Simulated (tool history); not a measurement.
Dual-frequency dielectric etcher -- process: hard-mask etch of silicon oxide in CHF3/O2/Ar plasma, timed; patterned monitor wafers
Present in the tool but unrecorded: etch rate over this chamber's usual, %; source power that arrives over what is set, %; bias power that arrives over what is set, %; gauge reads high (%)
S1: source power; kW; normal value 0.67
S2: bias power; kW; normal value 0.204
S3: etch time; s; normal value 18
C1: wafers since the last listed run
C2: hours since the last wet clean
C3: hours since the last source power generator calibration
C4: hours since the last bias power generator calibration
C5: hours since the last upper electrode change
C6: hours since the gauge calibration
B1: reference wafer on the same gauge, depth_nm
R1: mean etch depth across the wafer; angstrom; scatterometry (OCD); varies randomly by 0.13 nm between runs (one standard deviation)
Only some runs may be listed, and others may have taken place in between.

run,hour,S1,S2,S3,C1,C2,C3,C4,C5,C6,B1,R1
1,0,0.78,0.204,18,0,277,3784.3,2890.4,4493.9,381.7,34.19,396.8
2,32.3,0.78,0.204,18,324,309.3,3816.6,2922.7,4526.2,414,34.24,393.4
3,61.1,0.67,0.204,18,289,338.1,3845.4,2951.5,4555,442.8,34.21,378.9
# hour 152: wet clean of the chamber
4,152.5,0.67,0.166,18,678,0.5,3936.8,3042.9,4646.4,534.2,34.19,356.9
5,156.5,0.67,0.166,18,40,4.5,3940.8,3046.9,4650.4,538.2,34.25,353.3
6,175.7,0.67,0.166,18,193,23.7,3960,3066.1,4669.6,557.4,34.23,355.8
# hour 204.7: upper electrode replaced
# hour 263: source power generator calibrated
7,270.4,0.56,0.204,15,670,118.4,7.4,3160.8,65.7,652.1,34.2,303.4
8,285.3,0.56,0.204,15,149,133.3,22.3,3175.7,80.6,667,34.19,301
9,318.3,0.67,0.182,18,331,166.3,55.3,3208.7,113.6,700,34.18,364.6
10,353.9,0.67,0.204,18,358,201.9,90.9,3244.3,149.2,735.6,34.21,379.8
11,372.7,0.67,0.204,18,189,220.7,109.7,3263.1,168,754.4,34.19,378.4
12,393.7,0.55,0.255,20,211,241.7,130.7,3284.1,189,775.4,34.23,434.2
13,410,0.67,0.204,22,163,258,147,3300.4,205.3,791.7,34.21,462.7
14,427.9,0.56,0.225,18,180,275.9,164.9,3318.3,223.2,809.6,34.21,374.1
# hour 439.2: gauge calibrated
# hour 444.1: bias power generator calibrated
15,454.8,0.67,0.204,18,230,302.8,191.8,10.7,250.1,15.6,34.2,374.9
16,487.7,0.61,0.204,18,330,335.7,224.7,43.6,283,48.5,34.25,366.7
17,501.7,0.52,0.204,14,140,349.7,238.7,57.6,297,62.5,34.17,271.2
# hour 564: wet clean of the chamber
18,582.4,0.67,0.236,13.5,570,18.4,319.4,138.3,377.7,143.2,34.18,306
19,616.6,0.84,0.252,13.5,344,52.6,353.6,172.5,411.9,177.4,34.19,331.8
20,630.6,0.67,0.182,18,140,66.6,367.6,186.5,425.9,191.4,34.2,366.4
21,660.6,0.8,0.254,14.5,301,96.6,397.6,216.5,455.9,221.4,34.2,352.6
22,674.4,0.51,0.156,16.5,138,110.4,411.4,230.3,469.7,235.2,34.2,297.8
23,782.2,0.67,0.204,18,1084,218.2,519.2,338.1,577.5,343,34.22,380.2
24,813.2,0.55,0.255,20,311,249.2,550.2,369.1,608.5,374,34.23,434
25,839.7,0.67,0.156,21,266,275.7,576.7,395.6,635,400.5,34.2,399.5
26,864,0.8,0.204,13.5,244,300,601,419.9,659.3,424.8,34.25,296.6
27,890,0.67,0.166,18,261,326,627,445.9,685.3,450.8,34.2,347.4
28,914.8,0.73,0.204,16,249,350.8,651.8,470.7,710.1,475.6,34.18,340.2
29,943.4,0.67,0.189,18,287,379.4,680.4,499.3,738.7,504.2,34.23,364.3

Consider 5 possible next runs. They are alternatives, not a sequence: every one starts from the tool as it was left by run 29. What does each give?
A,943.8,0.67,0.254,18,4,379.8,680.8,499.7,739.1,504.6,?,?
B,943.8,0.84,0.184,16.5,4,379.8,680.8,499.7,739.1,504.6,?,?
C,943.8,0.61,0.189,16,4,379.8,680.8,499.7,739.1,504.6,?,?
D,943.8,0.8,0.204,23,4,379.8,680.8,499.7,739.1,504.6,?,?
E,943.8,0.59,0.254,22,4,379.8,680.8,499.7,739.1,504.6,?,?

run,B1,R1
A,34.18,408.6
B,34.18,352.5
C,34.18,316
D,34.18,503.7
E,34.18,483.1
Stripped of hidden state, with their random variation kept, the same runs would have yielded:
run,R1
A,420.5
B,362.8
C,325.3
D,518.5
E,497.2

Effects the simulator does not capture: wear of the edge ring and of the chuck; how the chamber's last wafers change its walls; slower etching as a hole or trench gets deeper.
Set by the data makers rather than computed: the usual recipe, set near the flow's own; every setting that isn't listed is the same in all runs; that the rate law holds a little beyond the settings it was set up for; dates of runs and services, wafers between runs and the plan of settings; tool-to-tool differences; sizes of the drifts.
